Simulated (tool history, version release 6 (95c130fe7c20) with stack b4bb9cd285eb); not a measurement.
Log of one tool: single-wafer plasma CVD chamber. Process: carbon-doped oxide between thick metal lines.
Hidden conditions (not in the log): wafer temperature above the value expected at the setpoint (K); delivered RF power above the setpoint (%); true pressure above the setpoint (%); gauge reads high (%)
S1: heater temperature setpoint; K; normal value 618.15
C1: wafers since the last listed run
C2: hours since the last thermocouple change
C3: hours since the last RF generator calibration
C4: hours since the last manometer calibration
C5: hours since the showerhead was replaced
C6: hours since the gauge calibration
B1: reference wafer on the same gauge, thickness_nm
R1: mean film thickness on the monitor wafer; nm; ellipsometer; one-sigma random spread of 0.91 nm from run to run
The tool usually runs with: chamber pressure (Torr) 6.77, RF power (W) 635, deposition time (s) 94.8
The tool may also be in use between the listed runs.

run 1 day=0 | S1=618.15 chamber_pressure_(Torr)=6.77 RF_power_(W)=635 deposition_time_(s)=94.8 | C1=0 C2=2181.8 C3=1562.3 C4=2935.1 C5=4816.3 C6=132.3 | B1=539.928 | R1=563.057
run 2 day=0.696 | S1=618.15 chamber_pressure_(Torr)=6.77 RF_power_(W)=635 deposition_time_(s)=94.8 | C1=185 C2=2198.5 C3=1579 C4=2951.8 C5=4833 C6=149 | B1=540.093 | R1=561.198
run 3 day=0.946 | S1=618.15 chamber_pressure_(Torr)=6.77 RF_power_(W)=635 deposition_time_(s)=94.8 | C1=66 C2=2204.5 C3=1585 C4=2957.8 C5=4839 C6=155 | B1=540.243 | R1=560.295
run 4 day=1.358 | S1=618.15 chamber_pressure_(Torr)=6.77 RF_power_(W)=635 deposition_time_(s)=94.8 | C1=109 C2=2214.4 C3=1594.9 C4=2967.7 C5=4848.9 C6=164.9 | B1=540.012 | R1=560.137
run 5 day=1.917 | S1=618.15 chamber_pressure_(Torr)=6.77 RF_power_(W)=635 deposition_time_(s)=94.8 | C1=148 C2=2227.8 C3=1608.3 C4=2981.1 C5=4862.3 C6=178.3 | B1=540.141 | R1=560.841
run 6 day=2.454 | S1=618.15 chamber_pressure_(Torr)=6.77 RF_power_(W)=635 deposition_time_(s)=94.8 | C1=142 C2=2240.7 C3=1621.2 C4=2994 C5=4875.2 C6=191.2 | B1=539.909 | R1=560.266
run 7 day=3.046 | S1=618.15 chamber_pressure_(Torr)=6.77 RF_power_(W)=635 deposition_time_(s)=94.8 | C1=157 C2=2254.9 C3=1635.4 C4=3008.2 C5=4889.4 C6=205.4 | B1=540.006 | R1=558.556
run 8 day=3.45 | S1=618.15 chamber_pressure_(Torr)=6.77 RF_power_(W)=635 deposition_time_(s)=94.8 | C1=107 C2=2264.6 C3=1645.1 C4=3017.9 C5=4899.1 C6=215.1 | B1=539.967 | R1=557.34
run 9 day=3.829 | S1=618.15 chamber_pressure_(Torr)=6.77 RF_power_(W)=635 deposition_time_(s)=94.8 | C1=100 C2=2273.7 C3=1654.2 C4=3027 C5=4908.2 C6=224.2 | B1=540.067 | R1=557.438
-- day=4.667 capacitance manometer re-zeroed and calibrated
run 10 day=4.688 | S1=628.15 chamber_pressure_(Torr)=8.11 RF_power_(W)=730 deposition_time_(s)=110.2 | C1=139 C2=2294.3 C3=1674.8 C4=0.5 C5=4928.8 C6=244.8 | B1=539.921 | R1=723.46
-- day=5.121 showerhead replaced
run 11 day=5.142 | S1=618.15 chamber_pressure_(Torr)=6.77 RF_power_(W)=635 deposition_time_(s)=94.8 | C1=32 C2=2305.2 C3=1685.7 C4=11.4 C5=0.5 C6=255.7 | B1=540.012 | R1=555.449
run 12 day=5.458 | S1=629.15 chamber_pressure_(Torr)=6.77 RF_power_(W)=535 deposition_time_(s)=94.8 | C1=84 C2=2312.8 C3=1693.3 C4=19 C5=8.1 C6=263.3 | B1=540.07 | R1=443.699
run 13 day=5.962 | S1=618.15 chamber_pressure_(Torr)=6.77 RF_power_(W)=635 deposition_time_(s)=94.8 | C1=134 C2=2324.9 C3=1705.4 C4=31.1 C5=20.2 C6=275.4 | B1=539.887 | R1=555.346
-- day=6.192 gauge calibrated
run 14 day=7.796 | S1=628.15 chamber_pressure_(Torr)=6.77 RF_power_(W)=670 deposition_time_(s)=94.8 | C1=487 C2=2368.9 C3=1749.4 C4=75.1 C5=64.2 C6=38.5 | B1=540.062 | R1=564.872
-- day=8.196 thermocouple changed; heater temperature recalibrated
-- day=8.329 RF generator calibrated
run 15 day=8.362 | S1=618.15 chamber_pressure_(Torr)=6.77 RF_power_(W)=635 deposition_time_(s)=94.8 | C1=26 C2=4 C3=0.8 C4=88.7 C5=77.8 C6=52.1 | B1=539.973 | R1=602.06
run 16 day=8.817 | S1=622.15 chamber_pressure_(Torr)=6.11 RF_power_(W)=600 deposition_time_(s)=79.1 | C1=120 C2=14.9 C3=11.7 C4=99.6 C5=88.7 C6=63 | B1=540.001 | R1=465.672
run 17 day=9.462 | S1=618.15 chamber_pressure_(Torr)=6.77 RF_power_(W)=635 deposition_time_(s)=94.8 | C1=171 C2=30.4 C3=27.2 C4=115.1 C5=104.2 C6=78.5 | B1=539.937 | R1=602.904
run 18 day=10.054 | S1=618.15 chamber_pressure_(Torr)=5.79 RF_power_(W)=730 deposition_time_(s)=76.7 | C1=157 C2=44.6 C3=41.4 C4=129.3 C5=118.4 C6=92.7 | B1=539.727 | R1=546.281

Forecast run 19:
run 19 day=10.517 | S1=618.15 chamber_pressure_(Torr)=6.77 RF_power_(W)=525 deposition_time_(s)=94.8 | C1=122 C2=55.7 C3=52.5 C4=140.4 C5=129.5 C6=103.8 | B1=? | R1=?

Run 19 came out at B1 540.132, R1 492.614 nm.
Were there no unlogged condition in the tool, this run, its random variation unchanged, would have produced R1 494.923 nm.

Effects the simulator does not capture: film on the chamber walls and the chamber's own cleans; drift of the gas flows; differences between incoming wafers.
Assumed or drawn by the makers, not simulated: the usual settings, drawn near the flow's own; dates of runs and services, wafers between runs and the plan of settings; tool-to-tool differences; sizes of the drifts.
